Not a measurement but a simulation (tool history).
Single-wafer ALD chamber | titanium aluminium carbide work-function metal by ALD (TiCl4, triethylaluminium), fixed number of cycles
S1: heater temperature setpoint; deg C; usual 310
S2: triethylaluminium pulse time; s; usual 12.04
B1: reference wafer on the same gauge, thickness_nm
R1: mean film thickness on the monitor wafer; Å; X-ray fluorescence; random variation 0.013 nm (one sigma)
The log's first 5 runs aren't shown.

run 6 hour=119.1 | S1=310 S2=12.04 | B1=2.425 | R1=21.86
run 7 hour=134.1 | S1=310 S2=12.04 | B1=2.424 | R1=21.97
run 8 hour=146.3 | S1=320 S2=12.04 | B1=2.416 | R1=23.15
-- hour=155.3 triethylaluminium bottle replaced
-- hour=223.6 showerhead replaced
run 9 hour=253 | S1=310 S2=10.89 | B1=2.409 | R1=21.64
run 10 hour=273.3 | S1=299 S2=8.53 | B1=2.406 | R1=19.08
run 11 hour=306.4 | S1=318 S2=10.13 | B1=2.406 | R1=22.04
run 12 hour=322.2 | S1=303 S2=8.61 | B1=2.4 | R1=19.48
run 13 hour=337 | S1=310 S2=12.04 | B1=2.4 | R1=21.7
-- hour=366.6 thermocouple changed; heater temperature recalibrated
run 14 hour=367.1 | S1=310 S2=12.04 | B1=2.397 | R1=21.6
run 15 hour=382.2 | S1=310 S2=12.04 | B1=2.395 | R1=21.84
run 16 hour=399.5 | S1=310 S2=12.04 | B1=2.395 | R1=21.99
run 17 hour=422.4 | S1=296 S2=7.69 | B1=2.399 | R1=17.86

Forecast run 18:
run 18 hour=438.8 | S1=310 S2=12.04 | B1=? | R1=?

{"run 18": {"B1": 2.393, "R1": 21.87}}
Without the tool's hidden state the same run would have given R1 22.58 Å.
